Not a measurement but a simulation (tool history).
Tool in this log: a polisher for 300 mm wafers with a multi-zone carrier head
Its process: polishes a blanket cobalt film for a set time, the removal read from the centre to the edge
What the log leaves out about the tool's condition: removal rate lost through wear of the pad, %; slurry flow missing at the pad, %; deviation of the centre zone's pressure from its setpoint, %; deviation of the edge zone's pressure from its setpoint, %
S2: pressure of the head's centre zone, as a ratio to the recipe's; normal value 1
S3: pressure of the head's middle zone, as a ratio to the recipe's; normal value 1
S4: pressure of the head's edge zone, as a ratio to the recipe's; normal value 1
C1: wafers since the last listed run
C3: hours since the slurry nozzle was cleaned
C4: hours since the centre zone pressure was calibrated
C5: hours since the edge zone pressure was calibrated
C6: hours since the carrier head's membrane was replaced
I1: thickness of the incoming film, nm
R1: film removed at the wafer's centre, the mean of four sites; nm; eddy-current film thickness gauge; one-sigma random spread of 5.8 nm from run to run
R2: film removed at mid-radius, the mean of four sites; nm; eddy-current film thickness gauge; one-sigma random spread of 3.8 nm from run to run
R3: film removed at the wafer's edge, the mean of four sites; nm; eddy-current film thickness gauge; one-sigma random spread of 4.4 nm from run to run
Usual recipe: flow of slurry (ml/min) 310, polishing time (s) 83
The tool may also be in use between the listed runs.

{"run": 1, "hour": 0.0, "flow of slurry (ml/min)": 310, "S2": 1, "S3": 1, "S4": 1, "polishing time (s)": 65, "C1": 0, "wafers polished on this pad": 690, "C3": 446.2, "C4": 36.6, "C5": 46, "C6": 1536, "I1": 1568, "R1": 374.3, "R2": 376.6, "R3": 373.9}
{"run": 2, "hour": 17.4, "flow of slurry (ml/min)": 310, "S2": 1, "S3": 1, "S4": 1, "polishing time (s)": 83, "C1": 115, "wafers polished on this pad": 805, "C3": 463.6, "C4": 54, "C5": 63.4, "C6": 1553.4, "I1": 1582.8, "R1": 465.8, "R2": 469.6, "R3": 483}
{"run": 3, "hour": 48.0, "flow of slurry (ml/min)": 310, "S2": 1, "S3": 1, "S4": 1, "polishing time (s)": 83, "C1": 202, "wafers polished on this pad": 1008, "C3": 494.2, "C4": 84.6, "C5": 94, "C6": 1584, "I1": 1562.3, "R1": 467, "R2": 465, "R3": 484}
{"hour": 62.7, "done": "slurry nozzle cleaned"}
{"run": 4, "hour": 74.6, "flow of slurry (ml/min)": 310, "S2": 1, "S3": 1, "S4": 1, "polishing time (s)": 56, "C1": 169, "wafers polished on this pad": 1177, "C3": 11.9, "C4": 111.2, "C5": 120.6, "C6": 1610.6, "I1": 1560.3, "R1": 347.6, "R2": 347.7, "R3": 343}
{"run": 5, "hour": 91.4, "flow of slurry (ml/min)": 310, "S2": 1.06, "S3": 1, "S4": 1, "polishing time (s)": 83, "C1": 111, "wafers polished on this pad": 1289, "C3": 28.7, "C4": 128, "C5": 137.4, "C6": 1627.4, "I1": 1585, "R1": 534.4, "R2": 504.1, "R3": 512.3}
{"hour": 103.9, "done": "worn pad replaced by a new one"}
{"run": 6, "hour": 125.7, "flow of slurry (ml/min)": 310, "S2": 1, "S3": 1, "S4": 1, "polishing time (s)": 83, "C1": 200, "wafers polished on this pad": 144, "C3": 63, "C4": 162.3, "C5": 171.7, "C6": 1661.7, "I1": 1602.6, "R1": 510.3, "R2": 511, "R3": 507}
{"run": 7, "hour": 145.2, "flow of slurry (ml/min)": 375, "S2": 0.92, "S3": 1, "S4": 1, "polishing time (s)": 83, "C1": 129, "wafers polished on this pad": 273, "C3": 82.5, "C4": 181.8, "C5": 191.2, "C6": 1681.2, "I1": 1573.1, "R1": 483.4, "R2": 521.7, "R3": 517.6}
{"run": 8, "hour": 213.3, "flow of slurry (ml/min)": 310, "S2": 1, "S3": 1, "S4": 1, "polishing time (s)": 67, "C1": 451, "wafers polished on this pad": 724, "C3": 150.6, "C4": 249.9, "C5": 259.3, "C6": 1749.3, "I1": 1561.9, "R1": 408.5, "R2": 401.5, "R3": 406.1}
{"hour": 224.4, "done": "carrier head's membrane replaced by a new one"}
{"run": 9, "hour": 227.7, "flow of slurry (ml/min)": 310, "S2": 1, "S3": 1, "S4": 0.94, "polishing time (s)": 83, "C1": 62, "wafers polished on this pad": 787, "C3": 165, "C4": 264.3, "C5": 273.7, "C6": 3.3, "I1": 1603.7, "R1": 502.6, "R2": 502.1, "R3": 494.8}
{"run": 10, "hour": 261.9, "flow of slurry (ml/min)": 200, "S2": 1, "S3": 1, "S4": 1, "polishing time (s)": 83, "C1": 226, "wafers polished on this pad": 1013, "C3": 199.2, "C4": 298.5, "C5": 307.9, "C6": 37.5, "I1": 1594.1, "R1": 463, "R2": 464.8, "R3": 476.9}
{"run": 11, "hour": 277.9, "flow of slurry (ml/min)": 310, "S2": 0.92, "S3": 1, "S4": 1, "polishing time (s)": 83, "C1": 105, "wafers polished on this pad": 1119, "C3": 215.2, "C4": 314.5, "C5": 323.9, "C6": 53.5, "I1": 1579.8, "R1": 455.3, "R2": 495.3, "R3": 505.1}
{"run": 12, "hour": 312.1, "flow of slurry (ml/min)": 225, "S2": 0.96, "S3": 1, "S4": 1, "polishing time (s)": 100, "C1": 226, "wafers polished on this pad": 1346, "C3": 249.4, "C4": 348.7, "C5": 358.1, "C6": 87.7, "I1": 1599.4, "R1": 545.8, "R2": 562.3, "R3": 573.9}
{"hour": 319.4, "done": "worn pad replaced by a new one"}
{"run": 13, "hour": 336.2, "flow of slurry (ml/min)": 310, "S2": 1.08, "S3": 1, "S4": 1, "polishing time (s)": 83, "C1": 133, "wafers polished on this pad": 111, "C3": 273.5, "C4": 372.8, "C5": 382.2, "C6": 111.8, "I1": 1583.8, "R1": 533.6, "R2": 498, "R3": 500.3}
{"run": 14, "hour": 354.4, "flow of slurry (ml/min)": 310, "S2": 0.96, "S3": 1, "S4": 1.04, "polishing time (s)": 83, "C1": 120, "wafers polished on this pad": 231, "C3": 291.7, "C4": 391, "C5": 400.4, "C6": 130, "I1": 1576.4, "R1": 476.6, "R2": 494.4, "R3": 506.3}
{"run": 15, "hour": 381.1, "flow of slurry (ml/min)": 310, "S2": 1, "S3": 1, "S4": 1, "polishing time (s)": 83, "C1": 176, "wafers polished on this pad": 408, "C3": 318.4, "C4": 417.7, "C5": 427.1, "C6": 156.7, "I1": 1599.2, "R1": 496.5, "R2": 491.9, "R3": 497.4}
{"run": 16, "hour": 410.1, "flow of slurry (ml/min)": 310, "S2": 0.9, "S3": 1.07, "S4": 1.11, "polishing time (s)": 96, "C1": 192, "wafers polished on this pad": 600, "C3": 347.4, "C4": 446.7, "C5": 456.1, "C6": 185.7, "I1": 1574.7, "R1": 509.4, "R2": 584.4, "R3": 598.5}
{"run": 17, "hour": 440.8, "flow of slurry (ml/min)": 310, "S2": 1, "S3": 1.04, "S4": 1.09, "polishing time (s)": 63, "C1": 203, "wafers polished on this pad": 803, "C3": 378.1, "C4": 477.4, "C5": 486.8, "C6": 216.4, "I1": 1592.7, "R1": 374.4, "R2": 377.3, "R3": 387.7}
{"hour": 449.9, "done": "centre zone pressure recalibrated"}
{"run": 18, "hour": 476.8, "flow of slurry (ml/min)": 310, "S2": 1.1, "S3": 1, "S4": 1, "polishing time (s)": 83, "C1": 225, "wafers polished on this pad": 1029, "C3": 414.1, "C4": 26.9, "C5": 522.8, "C6": 252.4, "I1": 1586.4, "R1": 516.2, "R2": 478.1, "R3": 492.5}
{"run": 19, "hour": 493.8, "flow of slurry (ml/min)": 310, "S2": 0.9, "S3": 1.07, "S4": 1.11, "polishing time (s)": 96, "C1": 112, "wafers polished on this pad": 1141, "C3": 431.1, "C4": 43.9, "C5": 539.8, "C6": 269.4, "I1": 1577.6, "R1": 494.7, "R2": 579, "R3": 584.4}

Estimate the outcome of run 20 from the log above:
{"hour": 517.8, "done": "worn pad replaced by a new one"}
{"run": 20, "hour": 518.3, "flow of slurry (ml/min)": 310, "S2": 1, "S3": 1, "S4": 1, "polishing time (s)": 83, "C1": 135, "wafers polished on this pad": 3, "C3": 455.6, "C4": 68.4, "C5": 564.3, "C6": 293.9, "I1": 1611.5, "R1": "?", "R2": "?", "R3": "?"}

R1: 472.4 nm
R2: 480.1 nm
R3: 485.2 nm
If the tool had no hidden condition, the same run with the same run-to-run variation would have returned R1 511.6 nm, R2 515.9 nm, R3 511.9 nm.
